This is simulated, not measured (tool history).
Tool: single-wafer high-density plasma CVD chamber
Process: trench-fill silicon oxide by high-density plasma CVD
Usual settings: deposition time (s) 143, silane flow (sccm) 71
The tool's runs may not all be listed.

run,day,deposition time (s),silane flow (sccm),wafers since the last listed run,hours since the silane flow controller was replaced,hours since the gauge calibration,"read-back reference wafer on the same gauge, thickness_nm",mean film thickness on the monitor wafer (nm)
1,0.000,143,71,0,3876.3,255.0,954.073,970.320
2,7.117,143,61,2054,4047.1,425.8,954.564,848.134
3,9.750,143,61,760,4110.3,489.0,954.422,846.651
# day 10.954: gauge calibrated
4,12.733,143,61,861,4181.9,42.7,954.014,853.025
5,14.154,130,61,410,4216.0,76.8,953.677,771.897
6,16.217,143,71,595,4265.5,126.3,953.527,973.380
7,17.475,157,71,363,4295.7,156.5,953.959,1068.835
# day 18.029: silane flow controller replaced
8,19.088,157,71,369,25.4,195.2,954.134,960.367
9,20.725,143,76,472,64.7,234.5,953.430,933.280
# day 22.396: silane flow controller replaced, repeated, since the last time left the tool worse
10,22.417,143,76,392,0.5,275.1,954.123,995.691
11,24.467,157,71,591,49.7,324.3,953.290,1029.705
12,26.821,171,71,679,106.2,380.8,953.753,1124.422
13,28.617,143,61,518,149.3,423.9,953.752,821.230
14,30.429,125,60,523,192.8,467.4,953.947,708.682
15,32.908,163,67,715,252.3,526.9,953.664,1020.434
# day 32.979: gauge calibrated
16,34.075,155,84,336,280.3,26.3,953.296,1191.013

Forecast each of these 3 alternatives for the next run:
A,34.092,156,71,4,280.7,26.7,?,?
B,34.092,123,79,4,280.7,26.7,?,?
C,34.092,143,77,4,280.7,26.7,?,?

run,"read-back reference wafer on the same gauge, thickness_nm",mean film thickness on the monitor wafer (nm)
A,953.838,1030.579
B,953.838,895.618
C,953.838,1017.109
Without the tool's hidden state the same runs would have given:
run,mean film thickness on the monitor wafer (nm)
A,1028.383
B,893.709
C,1014.942
